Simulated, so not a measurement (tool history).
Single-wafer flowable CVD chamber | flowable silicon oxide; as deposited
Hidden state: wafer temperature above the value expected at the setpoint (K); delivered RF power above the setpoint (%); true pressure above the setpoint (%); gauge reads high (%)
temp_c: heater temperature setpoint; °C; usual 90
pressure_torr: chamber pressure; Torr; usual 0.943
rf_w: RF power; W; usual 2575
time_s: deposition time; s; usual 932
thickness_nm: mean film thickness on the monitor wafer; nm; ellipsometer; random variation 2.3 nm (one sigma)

run    hour  temp_c  pressure_torr  rf_w  time_s  wafers since the last listed run  hours since the last thermocouple change  hours since the last RF generator calibration  hours since the last manometer calibration  hours since the showerhead was replaced  hours since the gauge calibration  read-back reference wafer on the same gauge, thickness_nm  thickness_nm
  1       0      95          0.943  2575     932                                 0                                    2272.6                                           39.7                                      1237.3                                   4799.7                             2113.4                                                    900.251        843.02
       42.9  -- gauge calibrated
  2    60.2      96          0.776  2575     932                               107                                    2332.8                                           99.9                                      1297.5                                   4859.9                               17.3                                                    899.568        680.66
       94.4  -- capacitance manometer re-zeroed and calibrated
  3   116.7      90          0.943  2575     932                                86                                    2389.3                                          156.4                                        22.3                                   4916.4                               73.8                                                    899.703       999.094
  4   160.4      90          0.943  2575     932                                77                                      2433                                          200.1                                          66                                   4960.1                              117.5                                                     901.49      1001.108
  5   217.6      90          0.943  2575     932                               101                                    2490.2                                          257.3                                       123.2                                   5017.3                              174.7                                                     901.49      1004.997
  6   260.6      80          0.943  2575     932                                76                                    2533.2                                          300.3                                       166.2                                   5060.3                              217.7                                                    900.242      1358.257
  7   294.5      90          0.943  2575     848                                60                                    2567.1                                          334.2                                       200.1                                   5094.2                              251.6                                                    900.464        916.07
  8   363.4      90          0.943  2575     932                               122                                      2636                                          403.1                                         269                                   5163.1                              320.5                                                    900.082       998.833
  9   411.8      90          0.745  2575    1030                                86                                    2684.4                                          451.5                                       317.4                                   5211.5                              368.9                                                    900.045       880.711
      443.3  -- showerhead replaced
 10   469.4      90          1.119  3000    1100                                88                                      2742                                          509.1                                         375                                     26.1                              426.5                                                    899.476      1422.915
 11   507.3      90          1.035  2095     849                                67                                    2779.9                                            547                                       412.9                                       64                              464.4                                                    900.199         931.7
 12   548.7      90          0.943  2575     932                                73                                    2821.3                                          588.4                                       454.3                                    105.4                              505.8                                                    900.187        998.11
 13   620.3      90          0.943  2870     814                               127                                    2892.9                                            660                                       525.9                                      177                              577.4                                                    899.214       890.223
 14   678.1      90          0.943  2575     932                               102                                    2950.7                                          717.8                                       583.7                                    234.8                              635.2                                                    900.122       997.792
 15   711.7      90          1.057  2575    1039                                59                                    2984.3                                          751.4                                       617.3                                    268.4                              668.8                                                    899.992      1246.295
 16   766.9     102          1.037  2440     761                                98                                    3039.5                                          806.6                                       672.5                                    323.6                                724                                                    900.384       591.108
 17   803.7      90          0.943  2575     780                                65                                    3076.3                                          843.4                                       709.3                                    360.4                              760.8                                                    899.946       837.633
      822.7  -- thermocouple changed; heater temperature recalibrated
 18   859.3     100          1.087  2910     864                                84                                      36.6                                            899                                       764.9                                      416                              816.4                                                    899.675        796.06
 19   887.2      90          0.943  2575     932                                49                                      64.5                                          926.9                                       792.8                                    443.9                              844.3                                                    899.473      1028.236
 20   930.8      90          1.122  2405     805                                77                                     108.1                                          970.5                                       836.4                                    487.5                              887.9                                                    899.669      1028.907
 21   981.8      90          1.045  2180     932                                90                                     159.1                                         1021.5                                       887.4                                    538.5                              938.9                                                    900.442      1075.979
 22  1020.4      90          1.119  3000    1100                                68                                     197.7                                         1060.1                                         926                                    577.1                              977.5                                                    899.834      1453.181
 23  1080.7      97           0.87  2215    1061                               107                                       258                                         1120.4                                       986.3                                    637.4                             1037.8                                                     899.52       817.634
 24  1116.5      86          0.943  2575     932                                63                                     293.8                                         1156.2                                      1022.1                                    673.2                             1073.6                                                     901.49      1153.592
 25  1153.2      90          0.943  2575     932                                65                                     330.5                                         1192.9                                      1058.8                                    709.9                             1110.3                                                     899.94      1020.733
 26  1224.9      90          0.854  2575    1110                               127                                     402.2                                         1264.6                                      1130.5                                    781.6                               1182                                                    899.644      1103.053
 27  1290.4      90           0.82  2280     932                               116                                     467.7                                         1330.1                                        1196                                    847.1                             1247.5                                                     899.56       862.902
 28  1351.8      83          0.839  2845     983                               109                                     529.1                                         1391.5                                      1257.4                                    908.5                             1308.9                                                     900.99       1200.32
 29  1377.2      90          0.768  2905     766                                45                                     554.5                                         1416.9                                      1282.8                                    933.9                             1334.3                                                    900.746       700.089

The same runs without the tool's hidden state, with the same run-to-run variation:
run  thickness_nm
  1       868.881
  2       701.553
  3      1030.972
  4      1033.177
  5      1037.349
  6      1397.661
  7        945.74
  8      1031.348
  9       909.477
 10      1469.563
 11       962.316
 12      1030.989
 13       919.665
 14      1030.892
 15      1287.708
 16        610.67
 17       865.585
 18       800.003
 19      1034.197
 20      1036.213
 21      1085.185
 22      1467.144
 23       826.427
 24      1165.736
 25       1033.94
 26      1119.117
 27       876.664
 28      1218.605
 29       712.446
